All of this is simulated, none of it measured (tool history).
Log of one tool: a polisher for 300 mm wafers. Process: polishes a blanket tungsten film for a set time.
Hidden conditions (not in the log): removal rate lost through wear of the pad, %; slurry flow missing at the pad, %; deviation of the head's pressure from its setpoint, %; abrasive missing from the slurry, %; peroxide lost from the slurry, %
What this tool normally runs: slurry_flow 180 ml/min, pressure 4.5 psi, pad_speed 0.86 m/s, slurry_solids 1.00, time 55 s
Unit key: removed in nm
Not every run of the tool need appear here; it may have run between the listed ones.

run	hour	slurry_flow	pressure	pad_speed	slurry_solids	time	wafers since the last listed run	wafers polished on this pad	hours since the slurry nozzle was cleaned	hours since the head pressure was calibrated	hours since the slurry blender was calibrated	hours since the slurry got fresh peroxide	incoming thickness of the incoming film, nm	removed
1	0.0	180	4.5	0.70	0.85	55	0	1740	450.9	335.3	529.9	383.3	770.0	213.7
2	90.2	180	4.5	0.70	0.85	55	560	2301	541.1	425.5	620.1	473.5	749.9	208.3
3	159.3	180	4.5	0.70	0.85	55	429	2730	610.2	494.6	689.2	542.6	757.6	202.4
4	199.3	145	4.5	0.86	1.00	55	248	2979	650.2	534.6	729.2	582.6	765.3	226.6
# hour 204.8: slurry blender recalibrated
# hour 220.4: slurry nozzle cleaned
# hour 294.5: worn pad replaced by a new one
5	296.8	145	4.5	0.86	1.00	55	562	14	76.4	632.1	92.0	680.1	750.2	260.0
# hour 314.4: slurry tank refilled with fresh slurry and peroxide
# hour 413.7: head pressure recalibrated
6	615.1	145	4.5	0.86	1.00	55	1960	1974	394.7	201.4	410.3	300.7	762.0	266.7
7	677.3	180	4.5	0.86	1.20	55	386	2361	456.9	263.6	472.5	362.9	746.1	290.0
8	804.3	215	4.5	0.86	1.00	55	789	3150	583.9	390.6	599.5	489.9	752.0	256.7
9	875.9	180	4.5	0.68	1.00	55	445	3595	655.5	462.2	671.1	561.5	764.0	213.3
# hour 879.4: slurry nozzle cleaned
# hour 892.4: slurry tank refilled with fresh slurry and peroxide
# hour 929.9: slurry blender recalibrated
10	978.0	180	4.5	0.66	1.00	55	609	4205	98.6	564.3	48.1	85.6	765.9	229.7
# hour 1012.9: worn pad replaced by a new one
11	1043.2	180	4.5	0.86	1.00	55	380	188	163.8	629.5	113.3	150.8	752.6	268.2
12	1136.0	180	4.5	0.86	1.00	55	576	765	256.6	722.3	206.1	243.6	755.0	258.6
# hour 1161.5: head pressure recalibrated
13	1195.0	125	4.5	1.10	1.00	55	354	1119	315.6	33.5	265.1	302.6	763.3	321.8
14	1237.9	200	4.0	0.86	1.00	55	266	1386	358.5	76.4	308.0	345.5	762.2	259.2
15	1282.1	180	3.7	0.86	1.00	55	274	1661	402.7	120.6	352.2	389.7	756.6	236.2
16	1321.4	180	3.8	0.86	1.00	55	244	1905	442.0	159.9	391.5	429.0	748.7	238.7
17	1379.1	180	5.0	0.86	1.00	55	358	2264	499.7	217.6	449.2	486.7	750.9	312.3

What will run 18 give?
# hour 1442.9: slurry nozzle cleaned
18	1471.7	180	4.5	0.86	1.00	55	569	2833	28.8	310.2	541.8	579.3	765.2	?

For run 18 the tool returned removed 266.9 nm.
With the hidden condition absent and the run-to-run variation left alone, this run would have shown removed 293.9 nm.
